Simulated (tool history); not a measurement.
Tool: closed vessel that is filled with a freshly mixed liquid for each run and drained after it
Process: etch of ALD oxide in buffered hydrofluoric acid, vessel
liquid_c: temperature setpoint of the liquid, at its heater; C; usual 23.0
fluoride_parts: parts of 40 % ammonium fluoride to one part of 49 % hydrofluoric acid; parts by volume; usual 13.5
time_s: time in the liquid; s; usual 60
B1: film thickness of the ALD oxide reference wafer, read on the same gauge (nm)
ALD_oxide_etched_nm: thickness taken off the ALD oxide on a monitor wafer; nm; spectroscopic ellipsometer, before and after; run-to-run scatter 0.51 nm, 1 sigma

run 1 hour=0.0 | liquid_c=23.0 fluoride_parts=13.5 time_s=50 | B1=110.00 | ALD_oxide_etched_nm=51.88
run 2 hour=35.5 | liquid_c=23.0 fluoride_parts=13.5 time_s=50 | B1=110.01 | ALD_oxide_etched_nm=51.34
run 3 hour=58.1 | liquid_c=23.0 fluoride_parts=13.5 time_s=50 | B1=109.95 | ALD_oxide_etched_nm=50.31
run 4 hour=93.5 | liquid_c=23.0 fluoride_parts=13.5 time_s=60 | B1=109.98 | ALD_oxide_etched_nm=59.91
run 5 hour=112.2 | liquid_c=23.0 fluoride_parts=13.5 time_s=60 | B1=109.96 | ALD_oxide_etched_nm=61.01
run 6 hour=136.9 | liquid_c=23.0 fluoride_parts=13.5 time_s=60 | B1=109.99 | ALD_oxide_etched_nm=59.96
run 7 hour=170.2 | liquid_c=23.0 fluoride_parts=13.5 time_s=60 | B1=109.98 | ALD_oxide_etched_nm=60.45
run 8 hour=195.8 | liquid_c=23.0 fluoride_parts=13.5 time_s=60 | B1=110.01 | ALD_oxide_etched_nm=60.46
run 9 hour=210.8 | liquid_c=23.0 fluoride_parts=13.5 time_s=60 | B1=109.99 | ALD_oxide_etched_nm=61.33
run 10 hour=229.2 | liquid_c=23.0 fluoride_parts=13.5 time_s=60 | B1=109.98 | ALD_oxide_etched_nm=60.08
run 11 hour=246.5 | liquid_c=23.0 fluoride_parts=13.5 time_s=60 | B1=110.04 | ALD_oxide_etched_nm=60.42
-- hour=250.3 thermometer replaced
run 12 hour=261.7 | liquid_c=23.0 fluoride_parts=13.5 time_s=60 | B1=109.96 | ALD_oxide_etched_nm=60.31
run 13 hour=274.1 | liquid_c=23.0 fluoride_parts=13.5 time_s=60 | B1=109.98 | ALD_oxide_etched_nm=61.14
run 14 hour=298.0 | liquid_c=23.0 fluoride_parts=13.5 time_s=60 | B1=110.00 | ALD_oxide_etched_nm=60.32
run 15 hour=312.8 | liquid_c=27.0 fluoride_parts=12.0 time_s=30 | B1=109.99 | ALD_oxide_etched_nm=41.98
-- hour=342.7 gauge calibrated
run 16 hour=393.5 | liquid_c=18.0 fluoride_parts=17.5 time_s=90 | B1=110.06 | ALD_oxide_etched_nm=52.63
-- hour=412.3 hydrofluoric acid flow meter replaced
run 17 hour=418.4 | liquid_c=23.0 fluoride_parts=13.5 time_s=60 | B1=110.04 | ALD_oxide_etched_nm=67.44
run 18 hour=449.9 | liquid_c=23.0 fluoride_parts=13.5 time_s=60 | B1=110.04 | ALD_oxide_etched_nm=67.38
run 19 hour=470.5 | liquid_c=28.0 fluoride_parts=16.5 time_s=85 | B1=110.04 | ALD_oxide_etched_nm=104.66
run 20 hour=501.3 | liquid_c=23.0 fluoride_parts=13.5 time_s=85 | B1=109.97 | ALD_oxide_etched_nm=96.31
run 21 hour=531.4 | liquid_c=23.0 fluoride_parts=12.0 time_s=30 | B1=109.98 | ALD_oxide_etched_nm=37.83
run 22 hour=552.2 | liquid_c=27.5 fluoride_parts=16.0 time_s=70 | B1=110.02 | ALD_oxide_etched_nm=84.16
run 23 hour=586.5 | liquid_c=23.0 fluoride_parts=13.5 time_s=60 | B1=109.98 | ALD_oxide_etched_nm=67.08
run 24 hour=612.1 | liquid_c=18.5 fluoride_parts=9.5 time_s=70 | B1=110.02 | ALD_oxide_etched_nm=84.67
run 25 hour=645.6 | liquid_c=25.0 fluoride_parts=10.0 time_s=75 | B1=110.01 | ALD_oxide_etched_nm=124.55
run 26 hour=662.5 | liquid_c=23.0 fluoride_parts=15.5 time_s=60 | B1=110.00 | ALD_oxide_etched_nm=58.30
run 27 hour=674.7 | liquid_c=23.0 fluoride_parts=13.5 time_s=60 | B1=109.99 | ALD_oxide_etched_nm=66.53
run 28 hour=691.1 | liquid_c=23.0 fluoride_parts=10.0 time_s=30 | B1=109.99 | ALD_oxide_etched_nm=44.41
run 29 hour=713.8 | liquid_c=23.0 fluoride_parts=13.5 time_s=60 | B1=110.01 | ALD_oxide_etched_nm=66.40

Consider 4 possible next runs. They are alternatives, not a sequence: every one starts from the tool as it was left by run 29. What does each give?
run A hour=714.5 | liquid_c=24.5 fluoride_parts=13.5 time_s=60 | B1=? | ALD_oxide_etched_nm=?
run B hour=714.5 | liquid_c=26.5 fluoride_parts=11.5 time_s=40 | B1=? | ALD_oxide_etched_nm=?
run C hour=714.5 | liquid_c=26.0 fluoride_parts=9.5 time_s=45 | B1=? | ALD_oxide_etched_nm=?
run D hour=714.5 | liquid_c=24.5 fluoride_parts=13.5 time_s=35 | B1=? | ALD_oxide_etched_nm=?

run=A B1=110.02 ALD_oxide_etched_nm=72.07
run=B B1=110.02 ALD_oxide_etched_nm=62.62
run=C B1=110.02 ALD_oxide_etched_nm=81.88
run=D B1=110.02 ALD_oxide_etched_nm=42.04
What these runs would have given with no unlogged condition in the tool:
run=A ALD_oxide_etched_nm=73.90
run=B ALD_oxide_etched_nm=64.21
run=C ALD_oxide_etched_nm=83.21
run=D ALD_oxide_etched_nm=43.11
